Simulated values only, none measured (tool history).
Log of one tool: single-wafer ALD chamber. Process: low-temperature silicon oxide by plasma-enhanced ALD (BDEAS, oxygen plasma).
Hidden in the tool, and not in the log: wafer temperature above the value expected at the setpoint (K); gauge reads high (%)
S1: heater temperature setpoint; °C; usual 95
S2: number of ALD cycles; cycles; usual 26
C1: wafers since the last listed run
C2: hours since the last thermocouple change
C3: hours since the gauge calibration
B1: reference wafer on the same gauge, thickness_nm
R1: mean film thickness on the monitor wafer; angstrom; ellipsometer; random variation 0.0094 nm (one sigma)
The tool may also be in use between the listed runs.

run,hour,S1,S2,C1,C2,C3,B1,R1
1,0.0,86,26,0,1117.1,370.3,4.079,35.69
# hour 5.6: gauge calibrated
2,32.9,86,26,299,1150.0,27.3,4.079,35.75
3,65.5,86,26,296,1182.6,59.9,4.082,35.73
4,86.3,95,26,189,1203.4,80.7,4.082,34.46
5,118.6,95,26,293,1235.7,113.0,4.081,34.41
6,153.9,95,26,321,1271.0,148.3,4.080,34.46
7,172.5,95,26,169,1289.6,166.9,4.081,34.49
8,262.2,101,26,815,1379.3,256.6,4.078,33.55
# hour 274.0: thermocouple changed; heater temperature recalibrated
9,287.5,101,26,157,13.5,281.9,4.079,33.89
10,313.7,83,23,238,39.7,308.1,4.077,31.91
11,337.9,86,26,220,63.9,332.3,4.079,35.76
# hour 350.5: gauge calibrated
12,371.3,95,26,303,97.3,20.8,4.081,34.52
13,393.8,87,21,204,119.8,43.3,4.077,28.84
14,413.2,90,30,176,139.2,62.7,4.080,40.74
15,491.3,84,22,710,217.3,140.8,4.081,30.64
16,513.9,88,24,205,239.9,163.4,4.079,32.65
17,526.1,87,23,110,252.1,175.6,4.082,31.53
18,559.9,102,29,307,285.9,209.4,4.080,37.66

4 ways to go on from here, each from the tool as it stands after run 18. What would each give?
A,560.3,90,26,3,286.3,209.8,?,?
B,560.3,99,28,3,286.3,209.8,?,?
C,560.3,80,31,3,286.3,209.8,?,?
D,560.3,84,29,3,286.3,209.8,?,?

run,B1,R1
A,4.078,35.14
B,4.078,36.55
C,4.078,43.50
D,4.078,40.10
Without the tool's hidden state the same runs would have given:
run,R1
A,35.14
B,36.55
C,43.50
D,40.10
